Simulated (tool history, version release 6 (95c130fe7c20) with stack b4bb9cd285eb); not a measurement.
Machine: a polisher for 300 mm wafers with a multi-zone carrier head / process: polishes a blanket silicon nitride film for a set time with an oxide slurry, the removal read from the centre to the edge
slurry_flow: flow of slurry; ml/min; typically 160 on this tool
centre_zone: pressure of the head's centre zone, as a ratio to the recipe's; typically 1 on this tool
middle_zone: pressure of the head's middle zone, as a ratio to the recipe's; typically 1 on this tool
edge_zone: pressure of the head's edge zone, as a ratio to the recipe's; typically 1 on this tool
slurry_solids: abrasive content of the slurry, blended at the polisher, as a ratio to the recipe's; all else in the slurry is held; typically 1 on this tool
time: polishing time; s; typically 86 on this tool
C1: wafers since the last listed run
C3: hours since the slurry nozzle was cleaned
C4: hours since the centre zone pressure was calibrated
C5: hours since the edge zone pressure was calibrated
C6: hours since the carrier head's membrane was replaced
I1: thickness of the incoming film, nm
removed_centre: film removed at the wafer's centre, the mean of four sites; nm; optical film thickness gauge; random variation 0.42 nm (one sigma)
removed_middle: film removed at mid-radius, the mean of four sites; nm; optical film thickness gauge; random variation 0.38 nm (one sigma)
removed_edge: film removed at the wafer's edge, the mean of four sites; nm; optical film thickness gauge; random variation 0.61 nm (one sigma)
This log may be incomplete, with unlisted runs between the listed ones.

Run 1, day 0: usual settings; C1 0; wafers polished on this pad 743; C3 179.3; C4 447.6; C5 1175.7; C6 566.2; I1 280. Result: removed_centre 58.2 nm, removed_middle 59.7 nm, removed_edge 59.9 nm.
Run 2, day 1.346: usual settings; C1 237; wafers polished on this pad 981; C3 211.6; C4 479.9; C5 1208; C6 598.5; I1 284.5. Result: removed_centre 57.5 nm, removed_middle 58.6 nm, removed_edge 60.7 nm.
Run 3, day 2.675: usual settings; C1 234; wafers polished on this pad 1216; C3 243.5; C4 511.8; C5 1239.9; C6 630.4; I1 277.3. Result: removed_centre 56.9 nm, removed_middle 58.2 nm, removed_edge 60.6 nm.
Run 4, day 3.175: usual settings; C1 88; wafers polished on this pad 1304; C3 255.5; C4 523.8; C5 1251.9; C6 642.4; I1 284.7. Result: removed_centre 57 nm, removed_middle 57.4 nm, removed_edge 59.6 nm.
At day 3.371: worn pad replaced by a new one.
At day 3.571: carrier head's membrane replaced by a new one.
At day 4.367: edge zone pressure recalibrated.
Run 5, day 4.571: usual settings; C1 166; wafers polished on this pad 161; C3 289; C4 557.3; C5 4.9; C6 24; I1 279.9. Result: removed_centre 57.1 nm, removed_middle 58.2 nm, removed_edge 60.4 nm.
Run 6, day 5.971: usual settings but middle_zone 0.89; C1 247; wafers polished on this pad 409; C3 322.6; C4 590.9; C5 38.5; C6 57.6; I1 281.1. Result: removed_centre 56.4 nm, removed_middle 53.3 nm, removed_edge 59.5 nm.
Run 7, day 7.179: usual settings but slurry_flow 130 ml/min, edge_zone 0.91, time 111 s; C1 213; wafers polished on this pad 622; C3 351.6; C4 619.9; C5 67.5; C6 86.6; I1 281.5. Result: removed_centre 69.7 nm, removed_middle 71.3 nm, removed_edge 72.5 nm.
Run 8, day 7.767: usual settings but slurry_solids 0.7, time 61 s; C1 103; wafers polished on this pad 726; C3 365.7; C4 634; C5 81.6; C6 100.7; I1 281.6. Result: removed_centre 33.1 nm, removed_middle 33.6 nm, removed_edge 35.2 nm.
At day 8.842: centre zone pressure recalibrated.
Run 9, day 8.967: usual settings but slurry_flow 195 ml/min, centre_zone 0.95, slurry_solids 0.75, time 109 s; C1 197; wafers polished on this pad 923; C3 394.5; C4 3; C5 110.4; C6 129.5; I1 285.9. Result: removed_centre 63 nm, removed_middle 63.8 nm, removed_edge 66.5 nm.
At day 10.117: slurry nozzle cleaned.
Run 10, day 10.138: usual settings; C1 199; wafers polished on this pad 1123; C3 0.5; C4 31.1; C5 138.5; C6 157.6; I1 278.4. Result: removed_centre 62.7 nm, removed_middle 60.6 nm, removed_edge 61.9 nm.
At day 11.529: worn pad replaced by a new one.
Run 11, day 11.55: usual settings; C1 220; wafers polished on this pad 4; C3 34.4; C4 65; C5 172.4; C6 191.5; I1 281.9. Result: removed_centre 61.4 nm, removed_middle 60.5 nm, removed_edge 62.3 nm.
Run 12, day 11.929: usual settings but slurry_flow 205 ml/min, middle_zone 1.11, edge_zone 0.95; C1 66; wafers polished on this pad 71; C3 43.5; C4 74.1; C5 181.5; C6 200.6; I1 274.2. Result: removed_centre 64 nm, removed_middle 67 nm, removed_edge 61.8 nm.
Run 13, day 12.438: usual settings but slurry_solids 1.3; C1 89; wafers polished on this pad 160; C3 55.7; C4 86.3; C5 193.7; C6 212.8; I1 276.5. Result: removed_centre 68.8 nm, removed_middle 67.8 nm, removed_edge 69 nm.
Run 14, day 13.317: usual settings but slurry_flow 215 ml/min; C1 155; wafers polished on this pad 316; C3 76.8; C4 107.4; C5 214.8; C6 233.9; I1 279. Result: removed_centre 62.2 nm, removed_middle 63.2 nm, removed_edge 63.8 nm.
Run 15, day 14.021: usual settings but edge_zone 0.89; C1 124; wafers polished on this pad 440; C3 93.7; C4 124.3; C5 231.7; C6 250.8; I1 279.4. Result: removed_centre 60.3 nm, removed_middle 60.5 nm, removed_edge 58 nm.
Run 16, day 14.954: usual settings; C1 164; wafers polished on this pad 605; C3 116.1; C4 146.7; C5 254.1; C6 273.2; I1 282.9. Result: removed_centre 60.3 nm, removed_middle 59.9 nm, removed_edge 62.9 nm.
Run 17, day 16.046: usual settings but centre_zone 0.9, slurry_solids 1.25; C1 192; wafers polished on this pad 798; C3 142.3; C4 172.9; C5 280.3; C6 299.4; I1 275.7. Result: removed_centre 60.5 nm, removed_middle 65.8 nm, removed_edge 67.5 nm.
Run 18, day 17.229: usual settings; C1 209; wafers polished on this pad 1007; C3 170.7; C4 201.3; C5 308.7; C6 327.8; I1 282.2. Result: removed_centre 59.1 nm, removed_middle 59.5 nm, removed_edge 61.3 nm.
Run 19, day 17.742: usual settings but slurry_flow 135 ml/min, middle_zone 1.04, time 97 s; C1 90; wafers polished on this pad 1097; C3 183; C4 213.6; C5 321; C6 340.1; I1 281.1. Result: removed_centre 65.4 nm, removed_middle 67.3 nm, removed_edge 67.8 nm.
Run 20, day 18.583: usual settings but slurry_flow 105 ml/min, slurry_solids 1.1; C1 148; wafers polished on this pad 1246; C3 203.2; C4 233.8; C5 341.2; C6 360.3; I1 279.5. Result: removed_centre 57.3 nm, removed_middle 57.8 nm, removed_edge 60.8 nm.
Run 21, day 19.146: usual settings but slurry_flow 175 ml/min, middle_zone 0.95; C1 99; wafers polished on this pad 1345; C3 216.7; C4 247.3; C5 354.7; C6 373.8; I1 280.3. Result: removed_centre 59 nm, removed_middle 57.6 nm, removed_edge 60.8 nm.
Run 22, day 19.679: usual settings but slurry_flow 110 ml/min, centre_zone 1.04, slurry_solids 0.8; C1 94; wafers polished on this pad 1439; C3 229.5; C4 260.1; C5 367.5; C6 386.6; I1 284.6. Result: removed_centre 50.9 nm, removed_middle 50.4 nm, removed_edge 52.1 nm.
At day 20.546: worn pad replaced by a new one.
Run 23, day 22.583: usual settings but time 77 s; C1 483; wafers polished on this pad 359; C3 299.2; C4 329.8; C5 437.2; C6 456.3; I1 279.1. Result: removed_centre 51.2 nm, removed_middle 52.1 nm, removed_edge 53.7 nm.

Alternative continuations, all from the tool just after run 23; predict every row:
Run A, day 22.6: usual settings but slurry_solids 0.85; C1 2; wafers polished on this pad 362; C3 299.6; C4 330.2; C5 437.6; C6 456.7; I1 276.3. Result: removed_centre ?, removed_middle ?, removed_edge ?.
Run B, day 22.6: usual settings but slurry_flow 125 ml/min, centre_zone 0.92; C1 2; wafers polished on this pad 362; C3 299.6; C4 330.2; C5 437.6; C6 456.7; I1 276.3. Result: removed_centre ?, removed_middle ?, removed_edge ?.
Run C, day 22.6: usual settings but slurry_flow 110 ml/min, centre_zone 1.04; C1 2; wafers polished on this pad 362; C3 299.6; C4 330.2; C5 437.6; C6 456.7; I1 276.3. Result: removed_centre ?, removed_middle ?, removed_edge ?.

run  removed_centre  removed_middle  removed_edge
  A            52.9            54.4          55.7
  B            51.7            56.8          58.8
  C            55.2            55.6            58
Stripped of hidden state, with their random variation kept, the same runs would have yielded:
run  removed_centre  removed_middle  removed_edge
  A            57.4            56.5          57.3
  B            56.6            59.4          60.7
  C            60.5            58.4            60
